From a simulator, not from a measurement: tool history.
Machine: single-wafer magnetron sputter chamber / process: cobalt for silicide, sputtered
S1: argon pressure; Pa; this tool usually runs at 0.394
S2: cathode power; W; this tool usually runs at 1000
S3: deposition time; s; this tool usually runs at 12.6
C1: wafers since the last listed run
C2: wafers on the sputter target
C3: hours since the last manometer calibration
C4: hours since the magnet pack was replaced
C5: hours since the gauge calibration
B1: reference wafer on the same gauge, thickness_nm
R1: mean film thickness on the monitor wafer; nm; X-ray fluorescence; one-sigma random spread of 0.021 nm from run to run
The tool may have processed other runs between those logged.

run	day	S1	S2	S3	C1	C2	C3	C4	C5	B1	R1
1	0	0.325	1000	12.6	0	1180	652.5	10523.3	367	7.433	7.369
2	3.212	0.272	1000	12.6	2094	3275	729.6	10600.4	444.1	7.441	7.521
3	5.996	0.272	1000	12.6	1814	5089	796.4	10667.2	510.9	7.44	7.524
# day 8.492: sputter target and shields replaced
4	8.721	0.272	1000	12.6	1559	150	861.8	10732.6	576.3	7.44	7.509
5	11.033	0.394	1000	12.6	1507	1658	917.3	10788.1	631.8	7.441	7.131
6	14.904	0.299	1000	12.6	2523	4181	1010.2	10881	724.7	7.443	7.475
# day 16.404: magnet pack replaced
7	18.667	0.299	1000	12.6	2235	6417	1100.5	54.3	815	7.441	7.427
# day 19.662: sputter target and shields replaced
# day 21.6: capacitance manometer re-zeroed and calibrated
8	21.621	0.538	800	11.9	1491	1058	0.5	125.2	885.9	7.438	5.052
9	23.762	0.394	1250	15.1	1396	2454	51.9	176.6	937.3	7.439	10.652
# day 25.167: gauge calibrated
# day 28.888: sputter target and shields replaced
10	34.404	0.44	1050	14.3	6721	3596	307.3	432	221.7	7.442	8.297
# day 37.267: sputter target and shields replaced
11	37.367	0.546	1200	11.1	1714	64	378.4	503.1	292.8	7.44	7.043
12	40.504	0.394	1000	12.6	2045	2109	453.7	578.4	368.1	7.442	7.116
13	42.879	0.471	1200	10.7	1548	3658	510.7	635.4	425.1	7.44	7.049
14	46.812	0.279	1150	15.1	2564	6222	605.1	729.8	519.5	7.445	10.316
# day 48.383: sputter target and shields replaced
15	48.688	0.502	1100	11.3	1005	196	650.1	774.8	564.5	7.446	6.717

Predict each of these 5 candidate next runs independently; none follows another, all start after run 15:
A	48.704	0.252	1000	12.6	10	207	650.5	775.2	564.9	?	?
B	48.704	0.24	1200	14.3	10	207	650.5	775.2	564.9	?	?
C	48.704	0.269	1050	11.9	10	207	650.5	775.2	564.9	?	?
D	48.704	0.444	1100	14.3	10	207	650.5	775.2	564.9	?	?
E	48.704	0.394	900	11.4	10	207	650.5	775.2	564.9	?	?

run	B1	R1
A	7.437	7.572
B	7.437	10.367
C	7.437	7.454
D	7.437	8.7
E	7.437	5.797
Without the tool's unlogged condition, the same runs would have read:
run	R1
A	7.572
B	10.367
C	7.454
D	8.7
E	5.797

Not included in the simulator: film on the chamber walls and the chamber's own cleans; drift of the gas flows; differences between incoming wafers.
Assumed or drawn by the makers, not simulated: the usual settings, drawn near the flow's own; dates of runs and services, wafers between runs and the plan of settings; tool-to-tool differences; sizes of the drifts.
